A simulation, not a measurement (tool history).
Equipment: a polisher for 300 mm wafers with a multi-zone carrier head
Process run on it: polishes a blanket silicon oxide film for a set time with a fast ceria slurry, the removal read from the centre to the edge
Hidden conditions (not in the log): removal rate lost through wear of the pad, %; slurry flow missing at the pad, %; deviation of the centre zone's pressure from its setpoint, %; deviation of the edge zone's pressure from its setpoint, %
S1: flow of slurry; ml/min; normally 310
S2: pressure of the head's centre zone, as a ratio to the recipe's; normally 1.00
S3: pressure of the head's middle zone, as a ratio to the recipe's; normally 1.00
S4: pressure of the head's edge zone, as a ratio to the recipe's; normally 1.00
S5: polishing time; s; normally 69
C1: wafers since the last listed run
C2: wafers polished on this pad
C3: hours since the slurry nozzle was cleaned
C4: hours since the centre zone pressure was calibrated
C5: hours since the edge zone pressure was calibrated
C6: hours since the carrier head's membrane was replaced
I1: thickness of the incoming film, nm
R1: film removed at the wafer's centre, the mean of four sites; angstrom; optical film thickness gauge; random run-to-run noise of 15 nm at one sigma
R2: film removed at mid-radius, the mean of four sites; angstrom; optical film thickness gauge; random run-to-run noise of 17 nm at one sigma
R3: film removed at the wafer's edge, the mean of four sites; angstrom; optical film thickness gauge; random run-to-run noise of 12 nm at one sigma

run	hour	S1	S2	S3	S4	S5	C1	C2	C3	C4	C5	C6	I1	R1	R2	R3
1	0.0	310	1.00	1.00	1.00	69	0	1611	313.4	825.6	803.9	524.2	3514.9	13920	12314	12699
# hour 8.7: worn pad replaced by a new one
2	27.8	310	1.00	1.00	1.00	69	206	166	341.2	853.4	831.7	552.0	3547.8	13732	12323	12712
# hour 53.7: carrier head's membrane replaced by a new one
3	56.5	310	1.00	1.00	1.00	69	206	372	369.9	882.1	860.4	2.8	3463.6	13871	12522	12777
4	105.5	310	1.00	1.00	1.00	69	425	798	418.9	931.1	909.4	51.8	3464.4	13667	12253	12795
5	146.3	310	1.00	1.00	1.00	69	354	1153	459.7	971.9	950.2	92.6	3484.8	13668	12187	12737
# hour 182.3: worn pad replaced by a new one
6	182.8	310	1.00	1.00	1.00	69	282	3	496.2	1008.4	986.7	129.1	3473.0	13825	12091	12847
7	213.5	310	1.00	0.91	0.97	69	266	270	526.9	1039.1	1017.4	159.8	3510.9	13757	11469	12471
8	283.3	310	1.00	0.91	0.97	69	606	877	596.7	1108.9	1087.2	229.6	3481.5	13903	11277	12391
9	339.7	310	1.00	1.00	1.00	69	490	1367	653.1	1165.3	1143.6	286.0	3542.6	13970	12314	12800
# hour 368.6: worn pad replaced by a new one
10	378.8	310	1.00	1.00	1.00	69	305	88	692.2	1204.4	1182.7	325.1	3522.2	14037	12415	12935
11	415.8	310	1.00	1.00	0.90	85	321	410	729.2	1241.4	1219.7	362.1	3483.9	17313	15393	15003
# hour 455.5: slurry nozzle cleaned
12	476.8	260	1.08	1.00	1.00	69	521	931	21.3	1302.4	1280.7	423.1	3510.1	14658	11740	12383
13	512.3	310	1.04	1.00	1.00	69	308	1240	56.8	1337.9	1316.2	458.6	3485.5	14875	11891	12811
# hour 521.2: worn pad replaced by a new one
14	567.4	310	1.00	1.00	1.00	69	444	401	111.9	1393.0	1371.3	513.7	3470.9	14079	12345	12772
# hour 600.4: edge zone pressure recalibrated
# hour 622.1: centre zone pressure recalibrated
15	631.8	310	1.00	1.00	1.00	60	525	926	176.3	9.7	31.4	578.1	3471.5	10715	10726	11173
# hour 650.6: carrier head's membrane replaced by a new one
# hour 692.4: worn pad replaced by a new one
16	692.9	310	1.07	0.90	1.00	69	452	4	237.4	70.8	92.5	42.3	3552.6	13738	11362	12437
17	726.7	310	1.00	1.00	1.00	69	293	298	271.2	104.6	126.3	76.1	3511.3	12763	12163	12598
18	756.7	395	1.10	1.08	1.00	51	260	559	301.2	134.6	156.3	106.1	3517.2	10919	9721	9317
19	827.9	310	1.00	1.00	0.93	53	618	1178	372.4	205.8	227.5	177.3	3555.8	9844	9372	9639
# hour 866.8: worn pad replaced by a new one
20	867.3	310	1.00	1.00	1.10	69	307	4	411.8	245.2	266.9	216.7	3498.1	12761	12176	13202

Predict each of these 5 candidate next runs independently; none follows another, all start after run 20:
A	867.7	310	1.00	1.00	1.06	69	3	8	412.2	245.6	267.3	217.1	3487.1	?	?	?
B	867.7	265	1.00	1.00	1.00	69	3	8	412.2	245.6	267.3	217.1	3487.1	?	?	?
C	867.7	310	1.00	1.00	1.08	69	3	8	412.2	245.6	267.3	217.1	3487.1	?	?	?
D	867.7	310	1.08	1.11	0.88	62	3	8	412.2	245.6	267.3	217.1	3487.1	?	?	?
E	867.7	310	1.00	1.10	1.11	69	3	8	412.2	245.6	267.3	217.1	3487.1	?	?	?

run	R1	R2	R3
A	12838	12427	12936
B	12586	12208	12451
C	12838	12426	13041
D	12472	12200	10758
E	12847	13475	13181
Take away the tool's hidden state, keep each run's random variation, and the runs would have read:
run	R1	R2	R3
A	12316	12429	12936
B	12074	12210	12451
C	12316	12429	13041
D	11967	12203	10758
E	12324	13478	13181

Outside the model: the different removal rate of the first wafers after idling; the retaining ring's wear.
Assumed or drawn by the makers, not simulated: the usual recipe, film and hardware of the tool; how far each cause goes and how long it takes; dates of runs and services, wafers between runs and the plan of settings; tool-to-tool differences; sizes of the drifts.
